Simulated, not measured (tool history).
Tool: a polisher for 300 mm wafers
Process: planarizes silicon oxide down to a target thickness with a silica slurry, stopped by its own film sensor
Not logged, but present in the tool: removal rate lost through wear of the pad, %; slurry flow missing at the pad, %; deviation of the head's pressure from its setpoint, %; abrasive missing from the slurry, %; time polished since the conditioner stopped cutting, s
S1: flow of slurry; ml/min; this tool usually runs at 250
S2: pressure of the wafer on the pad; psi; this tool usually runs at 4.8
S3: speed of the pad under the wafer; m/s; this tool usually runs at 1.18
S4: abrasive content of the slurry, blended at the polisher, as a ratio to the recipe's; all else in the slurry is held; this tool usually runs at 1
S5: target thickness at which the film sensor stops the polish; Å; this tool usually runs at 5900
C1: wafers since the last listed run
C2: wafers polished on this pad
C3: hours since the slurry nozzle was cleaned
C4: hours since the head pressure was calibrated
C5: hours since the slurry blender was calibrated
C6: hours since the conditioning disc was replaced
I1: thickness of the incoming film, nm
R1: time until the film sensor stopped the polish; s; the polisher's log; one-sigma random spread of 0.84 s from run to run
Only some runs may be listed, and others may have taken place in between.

Run 1, hour 0: usual settings; C1 0; C2 237; C3 171.3; C4 372.2; C5 65.1; C6 124.4; I1 914.3. Result: R1 92.7 s.
Run 2, hour 35.7: usual settings; C1 334; C2 572; C3 207; C4 407.9; C5 100.8; C6 160.1; I1 920.2. Result: R1 93.9 s.
Run 3, hour 65.5: usual settings; C1 279; C2 851; C3 236.8; C4 437.7; C5 130.6; C6 189.9; I1 918.8. Result: R1 98.7 s.
Run 4, hour 82: usual settings; C1 154; C2 1006; C3 253.3; C4 454.2; C5 147.1; C6 206.4; I1 926.3. Result: R1 98.5 s.
At hour 92.3: conditioning disc replaced and pad reconditioned.
Run 5, hour 99.1: usual settings but S4 0.85; C1 141; C2 1147; C3 270.4; C4 471.3; C5 164.2; C6 6.8; I1 933.2. Result: R1 110.9 s.
Run 6, hour 114.2: usual settings but S1 220 ml/min, S3 1.3 m/s; C1 141; C2 1289; C3 285.5; C4 486.4; C5 179.3; C6 21.9; I1 935.1. Result: R1 96.5 s.
Run 7, hour 131.2: usual settings but S1 295 ml/min, S2 6.3 psi, S3 1.52 m/s, S4 1.25; C1 159; C2 1448; C3 302.5; C4 503.4; C5 196.3; C6 38.9; I1 916. Result: R1 55.2 s.
At hour 153: slurry blender recalibrated.
Run 8, hour 161.1: usual settings; C1 261; C2 1709; C3 332.4; C4 533.3; C5 8.1; C6 68.8; I1 921.5. Result: R1 88.9 s.
Run 9, hour 186: usual settings but S1 295 ml/min, S2 4.1 psi, S3 1.56 m/s; C1 233; C2 1943; C3 357.3; C4 558.2; C5 33; C6 93.7; I1 923.1. Result: R1 85.1 s.
Run 10, hour 198.9: usual settings but S1 215 ml/min, S2 5.4 psi, S3 0.9 m/s; C1 120; C2 2064; C3 370.2; C4 571.1; C5 45.9; C6 106.6; I1 931.2. Result: R1 103.6 s.
At hour 220.9: head pressure recalibrated.
At hour 230.5: worn pad replaced by a new one.
Run 11, hour 288.4: usual settings; C1 782; C2 542; C3 459.7; C4 67.5; C5 135.4; C6 196.1; I1 932.8. Result: R1 98.8 s.
At hour 296: slurry nozzle cleaned.
Run 12, hour 306.6: usual settings but S2 6 psi, S5 4940 Å; C1 161; C2 703; C3 10.6; C4 85.7; C5 153.6; C6 214.3; I1 922.2. Result: R1 100.9 s.
At hour 315.8: conditioning disc replaced and pad reconditioned.
Run 13, hour 354.2: usual settings but S4 0.8; C1 427; C2 1130; C3 58.2; C4 133.3; C5 201.2; C6 38.4; I1 909.9. Result: R1 104.4 s.
At hour 415.1: slurry blender recalibrated.
Run 14, hour 448.1: usual settings but S3 1.38 m/s, S4 0.85; C1 861; C2 1991; C3 152.1; C4 227.2; C5 33; C6 132.3; I1 919.6. Result: R1 85.9 s.
At hour 454.4: worn pad replaced by a new one.
Run 15, hour 462.8: usual settings but S1 180 ml/min, S2 3.8 psi, S5 6890 Å; C1 100; C2 78; C3 166.8; C4 241.9; C5 47.7; C6 147; I1 915.1. Result: R1 82.3 s.
Run 16, hour 494.4: usual settings; C1 296; C2 374; C3 198.4; C4 273.5; C5 79.3; C6 178.6; I1 913.2. Result: R1 92.7 s.
Run 17, hour 515.8: usual settings but S1 205 ml/min; C1 200; C2 575; C3 219.8; C4 294.9; C5 100.7; C6 200; I1 908.8. Result: R1 94.1 s.
Run 18, hour 546.4: usual settings but S1 320 ml/min, S3 1.4 m/s, S5 5480 Å; C1 286; C2 862; C3 250.4; C4 325.5; C5 131.3; C6 230.6; I1 910.8. Result: R1 90.2 s.
At hour 564.6: conditioning disc replaced and pad reconditioned.
Run 19, hour 576.7: usual settings but S4 1.3; C1 265; C2 1127; C3 280.7; C4 355.8; C5 161.6; C6 12.1; I1 920.3. Result: R1 88.1 s.
Run 20, hour 600.1: usual settings but S1 215 ml/min, S2 6.5 psi, S3 1.02 m/s; C1 219; C2 1346; C3 304.1; C4 379.2; C5 185; C6 35.5; I1 923.7. Result: R1 83 s.
Run 21, hour 628.3: usual settings but S1 225 ml/min, S4 1.3; C1 264; C2 1610; C3 332.3; C4 407.4; C5 213.2; C6 63.7; I1 939.8. Result: R1 94.4 s.
At hour 649.2: slurry blender recalibrated.
Run 22, hour 662.1: usual settings; C1 297; C2 1908; C3 366.1; C4 441.2; C5 12.9; C6 97.5; I1 910.6. Result: R1 85.5 s.
At hour 687.3: worn pad replaced by a new one.
Run 23, hour 687.8: usual settings but S1 220 ml/min, S3 1.04 m/s, S5 6790 Å; C1 203; C2 4; C3 391.8; C4 466.9; C5 38.6; C6 123.2; I1 920.7. Result: R1 74.3 s.
Run 24, hour 707.5: usual settings but S3 0.96 m/s; C1 184; C2 188; C3 411.5; C4 486.6; C5 58.3; C6 142.9; I1 921.1. Result: R1 110.7 s.

Alternative continuations, all from the tool just after run 24; predict every row:
Run A, hour 708: usual settings but S5 6300 Å; C1 4; C2 193; C3 412; C4 487.1; C5 58.8; C6 143.4; I1 915.5. Result: R1 ?.
Run B, hour 708: usual settings but S4 0.75; C1 4; C2 193; C3 412; C4 487.1; C5 58.8; C6 143.4; I1 915.5. Result: R1 ?.
Run C, hour 708: usual settings but S1 285 ml/min, S2 5.5 psi, S4 1.15, S5 6400 Å; C1 4; C2 193; C3 412; C4 487.1; C5 58.8; C6 143.4; I1 915.5. Result: R1 ?.
Run D, hour 708: usual settings but S4 1.15; C1 4; C2 193; C3 412; C4 487.1; C5 58.8; C6 143.4; I1 915.5. Result: R1 ?.
Run E, hour 708: usual settings but S5 6720 Å; C1 4; C2 193; C3 412; C4 487.1; C5 58.8; C6 143.4; I1 915.5. Result: R1 ?.

run     R1
  A     81
  B  104.9
  C   63.8
  D   87.2
  E   69.1
What these runs would have given with no unlogged condition in the tool:
run    R1
  A  75.8
  B  97.3
  C  59.9
  D  81.9
  E  64.6
